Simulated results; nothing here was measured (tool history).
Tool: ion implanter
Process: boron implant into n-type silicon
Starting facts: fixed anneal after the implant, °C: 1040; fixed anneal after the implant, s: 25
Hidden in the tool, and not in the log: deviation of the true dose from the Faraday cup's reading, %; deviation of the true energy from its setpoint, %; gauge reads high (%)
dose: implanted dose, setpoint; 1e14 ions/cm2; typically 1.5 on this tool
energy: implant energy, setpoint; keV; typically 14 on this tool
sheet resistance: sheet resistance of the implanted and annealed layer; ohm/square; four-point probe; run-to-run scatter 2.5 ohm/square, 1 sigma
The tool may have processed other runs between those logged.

| run | hour | dose | energy | wafers since the last listed run | hours since the last dose calibration | hours since the extraction supply was calibrated | hours since the gauge calibration | read-back reference wafer on the same gauge, sheet resistance | sheet resistance |
|---|---|---|---|---|---|---|---|---|---|
| 1 | 0 | 1.5 | 14 | 0 | 611.7 | 4617.5 | 290.6 | 612.33 | 622.77 |
| 2 | 14.6 | 1.5 | 14 | 281 | 626.3 | 4632.1 | 305.2 | 612.11 | 622.9 |
| 3 | 111.1 | 1.5 | 17.5 | 1862 | 722.8 | 4728.6 | 401.7 | 611.99 | 607.86 |
| 4 | 127.6 | 1.5 | 14 | 318 | 739.3 | 4745.1 | 418.2 | 612.31 | 625.66 |
| 5 | 153.9 | 1.5 | 14 | 507 | 765.6 | 4771.4 | 444.5 | 612.28 | 626.91 |
| 6 | 176 | 1.5 | 14 | 426 | 787.7 | 4793.5 | 466.6 | 611.92 | 626.34 |
| 7 | 206.7 | 1.83 | 14 | 592 | 818.4 | 4824.2 | 497.3 | 612.03 | 534.17 |
| 8 | 219.1 | 1.5 | 14 | 239 | 830.8 | 4836.6 | 509.7 | 611.58 | 636.1 |
| 9 | 231.4 | 1.5 | 14 | 237 | 843.1 | 4848.9 | 522 | 612.24 | 631.85 |
| 10 | 257.9 | 1.5 | 14 | 511 | 869.6 | 4875.4 | 548.5 | 612.25 | 633.8 |
|  | 269.3 | extraction supply calibrated |
| 11 | 279.5 | 1.5 | 11.5 | 262 | 891.2 | 10.2 | 570.1 | 612.45 | 649.21 |
|  | 292.3 | gauge calibrated |
| 12 | 350.1 | 1.5 | 11.5 | 1362 | 961.8 | 80.8 | 57.8 | 612.12 | 654.69 |
| 13 | 382.7 | 1.5 | 11.5 | 629 | 994.4 | 113.4 | 90.4 | 611.97 | 654.84 |
|  | 403.2 | Faraday cup replaced and dose calibrated |
| 14 | 404.4 | 1.35 | 14 | 264 | 1.2 | 135.1 | 112.1 | 611.91 | 665.57 |
| 15 | 437.6 | 1.67 | 9.5 | 640 | 34.4 | 168.3 | 145.3 | 612.64 | 589.8 |
| 16 | 460.1 | 1.62 | 15.5 | 434 | 56.9 | 190.8 | 167.8 | 611.77 | 569.77 |
| 17 | 477.6 | 1.13 | 11.5 | 337 | 74.4 | 208.3 | 185.3 | 612.21 | 790.71 |
| 18 | 508.2 | 1.5 | 14 | 590 | 105 | 238.9 | 215.9 | 611.82 | 608.49 |
| 19 | 524.6 | 1.5 | 14 | 316 | 121.4 | 255.3 | 232.3 | 611.76 | 610.52 |
| 20 | 543.6 | 1.5 | 14 | 366 | 140.4 | 274.3 | 251.3 | 612.2 | 613.2 |
| 21 | 573.8 | 1.08 | 18.5 | 583 | 170.6 | 304.5 | 281.5 | 612.35 | 756.93 |
| 22 | 590.4 | 1.67 | 10 | 320 | 187.2 | 321.1 | 298.1 | 612.18 | 580.93 |
| 23 | 613.4 | 1.89 | 12 | 444 | 210.2 | 344.1 | 321.1 | 611.82 | 516.68 |
| 24 | 628.2 | 1.23 | 16 | 285 | 225 | 358.9 | 335.9 | 612.19 | 702.86 |
| 25 | 656.1 | 1.76 | 14 | 538 | 252.9 | 386.8 | 363.8 | 612.17 | 537.92 |
| 26 | 684.4 | 1.87 | 14 | 546 | 281.2 | 415.1 | 392.1 | 611.59 | 510.15 |
| 27 | 705.3 | 1.31 | 10 | 403 | 302.1 | 436 | 413 | 612.02 | 709.47 |
| 28 | 733.2 | 1.16 | 11.5 | 538 | 330 | 463.9 | 440.9 | 612.13 | 776.51 |

Hidden state or all else? Some run-to-run changes of sheet resistance, split into what the settings, what came in and random variation would give without the hidden state, and what is left for the hidden state (with any gauge scatter that isn't in both results):
Run 11 -> 12: gauge calibrated. sheet resistance +5.48 ohm/square: hidden state +3.92, all else +1.56.
Run 13 -> 14: dose 1.5 -> 1.35, energy 11.5 -> 14, Faraday cup replaced and dose calibrated. sheet resistance +10.73 ohm/square: hidden state -29.26, all else +39.99.
Run 16 -> 17: dose 1.62 -> 1.13, energy 15.5 -> 11.5. sheet resistance +220.94 ohm/square: hidden state -0.1, all else +221.04.
Run 26 -> 27: dose 1.87 -> 1.31, energy 14 -> 10. sheet resistance +199.32 ohm/square: hidden state +0.82, all else +198.5.

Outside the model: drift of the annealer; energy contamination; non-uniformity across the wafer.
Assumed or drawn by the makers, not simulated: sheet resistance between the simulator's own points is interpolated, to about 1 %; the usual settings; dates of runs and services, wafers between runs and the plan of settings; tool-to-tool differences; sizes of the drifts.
